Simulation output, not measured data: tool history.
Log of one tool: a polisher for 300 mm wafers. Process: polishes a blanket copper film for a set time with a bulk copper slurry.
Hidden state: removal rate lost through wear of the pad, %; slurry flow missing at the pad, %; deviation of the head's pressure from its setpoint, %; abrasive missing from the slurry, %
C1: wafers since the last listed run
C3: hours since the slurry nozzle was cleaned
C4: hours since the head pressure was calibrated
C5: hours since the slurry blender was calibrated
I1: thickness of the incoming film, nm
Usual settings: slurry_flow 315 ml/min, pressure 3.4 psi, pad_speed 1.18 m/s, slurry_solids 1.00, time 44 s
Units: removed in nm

{"run": 1, "hour": 0.0, "slurry_flow": 315, "pressure": 3.4, "pad_speed": 1.18, "slurry_solids": 1.05, "time": 44, "C1": 0, "wafers polished on this pad": 2757, "C3": 278.6, "C4": 208.2, "C5": 120.7, "I1": 4361.0, "removed": 509.3}
{"run": 2, "hour": 106.0, "slurry_flow": 315, "pressure": 3.4, "pad_speed": 1.32, "slurry_solids": 1.0, "time": 44, "C1": 1226, "wafers polished on this pad": 3983, "C3": 384.6, "C4": 314.2, "C5": 226.7, "I1": 4417.1, "removed": 562.2}
{"run": 3, "hour": 189.7, "slurry_flow": 315, "pressure": 3.4, "pad_speed": 1.32, "slurry_solids": 1.0, "time": 44, "C1": 968, "wafers polished on this pad": 4951, "C3": 468.3, "C4": 397.9, "C5": 310.4, "I1": 4412.5, "removed": 561.1}
{"hour": 225.4, "done": "slurry nozzle cleaned"}
{"hour": 259.8, "done": "worn pad replaced by a new one"}
{"hour": 390.2, "done": "slurry blender recalibrated"}
{"run": 4, "hour": 408.1, "slurry_flow": 315, "pressure": 3.4, "pad_speed": 1.32, "slurry_solids": 1.0, "time": 44, "C1": 2445, "wafers polished on this pad": 1691, "C3": 182.7, "C4": 616.3, "C5": 17.9, "I1": 4454.5, "removed": 577.7}
{"hour": 528.5, "done": "head pressure recalibrated"}
{"run": 5, "hour": 609.4, "slurry_flow": 315, "pressure": 3.4, "pad_speed": 0.98, "slurry_solids": 1.0, "time": 44, "C1": 2305, "wafers polished on this pad": 3997, "C3": 384.0, "C4": 80.9, "C5": 219.2, "I1": 4477.4, "removed": 418.3}
{"run": 6, "hour": 691.2, "slurry_flow": 315, "pressure": 3.4, "pad_speed": 1.18, "slurry_solids": 1.0, "time": 44, "C1": 946, "wafers polished on this pad": 4943, "C3": 465.8, "C4": 162.7, "C5": 301.0, "I1": 4460.1, "removed": 494.8}
{"run": 7, "hour": 781.1, "slurry_flow": 315, "pressure": 3.4, "pad_speed": 1.18, "slurry_solids": 1.0, "time": 44, "C1": 1039, "wafers polished on this pad": 5983, "C3": 555.7, "C4": 252.6, "C5": 390.9, "I1": 4431.6, "removed": 500.5}
{"hour": 808.1, "done": "slurry nozzle cleaned"}
{"hour": 909.6, "done": "worn pad replaced by a new one"}
{"hour": 997.5, "done": "slurry blender recalibrated"}
{"run": 8, "hour": 1022.9, "slurry_flow": 365, "pressure": 3.4, "pad_speed": 1.18, "slurry_solids": 1.0, "time": 44, "C1": 2716, "wafers polished on this pad": 1287, "C3": 214.8, "C4": 494.4, "C5": 25.4, "I1": 4467.4, "removed": 465.0}
{"run": 9, "hour": 1106.8, "slurry_flow": 365, "pressure": 3.4, "pad_speed": 1.18, "slurry_solids": 1.0, "time": 44, "C1": 970, "wafers polished on this pad": 2258, "C3": 298.7, "C4": 578.3, "C5": 109.3, "I1": 4398.3, "removed": 459.6}
{"run": 10, "hour": 1148.2, "slurry_flow": 365, "pressure": 3.4, "pad_speed": 1.18, "slurry_solids": 1.0, "time": 44, "C1": 478, "wafers polished on this pad": 2737, "C3": 340.1, "C4": 619.7, "C5": 150.7, "I1": 4426.6, "removed": 465.8}
{"run": 11, "hour": 1233.4, "slurry_flow": 315, "pressure": 3.4, "pad_speed": 1.18, "slurry_solids": 1.2, "time": 34, "C1": 985, "wafers polished on this pad": 3722, "C3": 425.3, "C4": 704.9, "C5": 235.9, "I1": 4431.2, "removed": 358.3}
{"hour": 1359.5, "done": "head pressure recalibrated"}
{"run": 12, "hour": 1388.9, "slurry_flow": 315, "pressure": 3.4, "pad_speed": 1.18, "slurry_solids": 1.2, "time": 34, "C1": 1775, "wafers polished on this pad": 5498, "C3": 580.8, "C4": 29.4, "C5": 391.4, "I1": 4530.3, "removed": 354.8}
{"hour": 1436.1, "done": "slurry nozzle cleaned"}
{"run": 13, "hour": 1436.6, "slurry_flow": 315, "pressure": 3.4, "pad_speed": 1.18, "slurry_solids": 1.0, "time": 53, "C1": 540, "wafers polished on this pad": 6038, "C3": 0.5, "C4": 77.1, "C5": 439.1, "I1": 4464.8, "removed": 544.3}
{"hour": 1499.9, "done": "slurry blender recalibrated"}
{"run": 14, "hour": 1514.3, "slurry_flow": 315, "pressure": 3.4, "pad_speed": 1.18, "slurry_solids": 1.0, "time": 53, "C1": 875, "wafers polished on this pad": 6914, "C3": 78.2, "C4": 154.8, "C5": 14.4, "I1": 4363.5, "removed": 537.2}
{"hour": 1549.2, "done": "worn pad replaced by a new one, repeated, since the last time left the tool worse"}
{"run": 15, "hour": 1614.1, "slurry_flow": 315, "pressure": 2.7, "pad_speed": 1.04, "slurry_solids": 0.9, "time": 56, "C1": 1108, "wafers polished on this pad": 750, "C3": 178.0, "C4": 254.6, "C5": 114.2, "I1": 4463.6, "removed": 469.8}
{"run": 16, "hour": 1680.8, "slurry_flow": 315, "pressure": 4.4, "pad_speed": 1.46, "slurry_solids": 0.75, "time": 44, "C1": 771, "wafers polished on this pad": 1522, "C3": 244.7, "C4": 321.3, "C5": 180.9, "I1": 4389.0, "removed": 758.9}
{"run": 17, "hour": 1729.1, "slurry_flow": 315, "pressure": 3.4, "pad_speed": 1.18, "slurry_solids": 1.0, "time": 44, "C1": 558, "wafers polished on this pad": 2080, "C3": 293.0, "C4": 369.6, "C5": 229.2, "I1": 4500.9, "removed": 514.5}
{"run": 18, "hour": 1829.7, "slurry_flow": 315, "pressure": 3.4, "pad_speed": 1.18, "slurry_solids": 1.0, "time": 44, "C1": 1163, "wafers polished on this pad": 3244, "C3": 393.6, "C4": 470.2, "C5": 329.8, "I1": 4372.0, "removed": 508.7}
{"run": 19, "hour": 1920.7, "slurry_flow": 315, "pressure": 3.4, "pad_speed": 1.54, "slurry_solids": 1.0, "time": 44, "C1": 1052, "wafers polished on this pad": 4297, "C3": 484.6, "C4": 561.2, "C5": 420.8, "I1": 4360.5, "removed": 667.4}
{"run": 20, "hour": 1963.0, "slurry_flow": 315, "pressure": 3.4, "pad_speed": 1.18, "slurry_solids": 1.2, "time": 44, "C1": 489, "wafers polished on this pad": 4786, "C3": 526.9, "C4": 603.5, "C5": 463.1, "I1": 4467.1, "removed": 524.8}
{"run": 21, "hour": 2029.3, "slurry_flow": 280, "pressure": 2.4, "pad_speed": 1.18, "slurry_solids": 1.0, "time": 44, "C1": 766, "wafers polished on this pad": 5553, "C3": 593.2, "C4": 669.8, "C5": 529.4, "I1": 4383.7, "removed": 379.2}
{"hour": 2039.7, "done": "worn pad replaced by a new one"}
{"hour": 2058.4, "done": "slurry nozzle cleaned"}
{"hour": 2068.2, "done": "slurry blender recalibrated"}
{"run": 22, "hour": 2132.9, "slurry_flow": 230, "pressure": 3.4, "pad_speed": 1.18, "slurry_solids": 0.75, "time": 29, "C1": 1117, "wafers polished on this pad": 1043, "C3": 74.5, "C4": 773.4, "C5": 64.7, "I1": 4373.9, "removed": 312.7}
{"hour": 2153.8, "done": "head pressure recalibrated"}
{"run": 23, "hour": 2184.5, "slurry_flow": 350, "pressure": 4.3, "pad_speed": 1.18, "slurry_solids": 1.1, "time": 30, "C1": 573, "wafers polished on this pad": 1617, "C3": 126.1, "C4": 30.7, "C5": 116.3, "I1": 4468.7, "removed": 438.1}
{"run": 24, "hour": 2250.9, "slurry_flow": 400, "pressure": 2.5, "pad_speed": 1.18, "slurry_solids": 1.3, "time": 39, "C1": 768, "wafers polished on this pad": 2385, "C3": 192.5, "C4": 97.1, "C5": 182.7, "I1": 4533.6, "removed": 375.8}
{"run": 25, "hour": 2299.0, "slurry_flow": 350, "pressure": 3.4, "pad_speed": 0.76, "slurry_solids": 1.0, "time": 44, "C1": 556, "wafers polished on this pad": 2942, "C3": 240.6, "C4": 145.2, "C5": 230.8, "I1": 4390.4, "removed": 327.4}
{"run": 26, "hour": 2352.1, "slurry_flow": 315, "pressure": 3.4, "pad_speed": 1.18, "slurry_solids": 1.0, "time": 37, "C1": 614, "wafers polished on this pad": 3556, "C3": 293.7, "C4": 198.3, "C5": 283.9, "I1": 4462.0, "removed": 424.0}
{"run": 27, "hour": 2454.4, "slurry_flow": 315, "pressure": 3.4, "pad_speed": 1.18, "slurry_solids": 1.0, "time": 44, "C1": 1183, "wafers polished on this pad": 4739, "C3": 396.0, "C4": 300.6, "C5": 386.2, "I1": 4427.5, "removed": 508.8}
{"run": 28, "hour": 2499.9, "slurry_flow": 360, "pressure": 2.2, "pad_speed": 1.18, "slurry_solids": 1.0, "time": 44, "C1": 526, "wafers polished on this pad": 5266, "C3": 441.5, "C4": 346.1, "C5": 431.7, "I1": 4414.5, "removed": 357.3}
{"hour": 2532.6, "done": "worn pad replaced by a new one"}
{"hour": 2566.1, "done": "slurry blender recalibrated"}
{"run": 29, "hour": 2576.1, "slurry_flow": 215, "pressure": 3.4, "pad_speed": 1.18, "slurry_solids": 1.0, "time": 44, "C1": 812, "wafers polished on this pad": 479, "C3": 517.7, "C4": 422.3, "C5": 10.0, "I1": 4410.6, "removed": 504.2}
{"hour": 2686.3, "done": "slurry nozzle cleaned"}
{"run": 30, "hour": 2810.4, "slurry_flow": 315, "pressure": 3.4, "pad_speed": 1.18, "slurry_solids": 1.0, "time": 44, "C1": 2698, "wafers polished on this pad": 3178, "C3": 124.1, "C4": 656.6, "C5": 244.3, "I1": 4448.0, "removed": 500.5}

The tool's hidden state at each run:
slurry flow missing at the pad, %: 0 in every run
deviation of the head's pressure from its setpoint, %: 0 in every run
abrasive missing from the slurry, %: 0 in every run
H1: removal rate lost through wear of the pad, %
run=1 H1=4.67
run=2 H1=5.34
run=3 H1=5.66
run=4 H1=3.35
run=5 H1=5.02
run=6 H1=5.34
run=7 H1=5.56
run=8 H1=12.7
run=9 H1=13.8
run=10 H1=14.2
run=11 H1=14.8
run=12 H1=15.3
run=13 H1=15.4
run=14 H1=15.6
run=15 H1=1.63
run=16 H1=2.81
run=17 H1=3.43
run=18 H1=4.33
run=19 H1=4.82
run=20 H1=4.97
run=21 H1=5.16
run=22 H1=2.33
run=23 H1=3.14
run=24 H1=3.91
run=25 H1=4.33
run=26 H1=4.68
run=27 H1=5.13
run=28 H1=5.26
run=29 H1=2.24
run=30 H1=5.39

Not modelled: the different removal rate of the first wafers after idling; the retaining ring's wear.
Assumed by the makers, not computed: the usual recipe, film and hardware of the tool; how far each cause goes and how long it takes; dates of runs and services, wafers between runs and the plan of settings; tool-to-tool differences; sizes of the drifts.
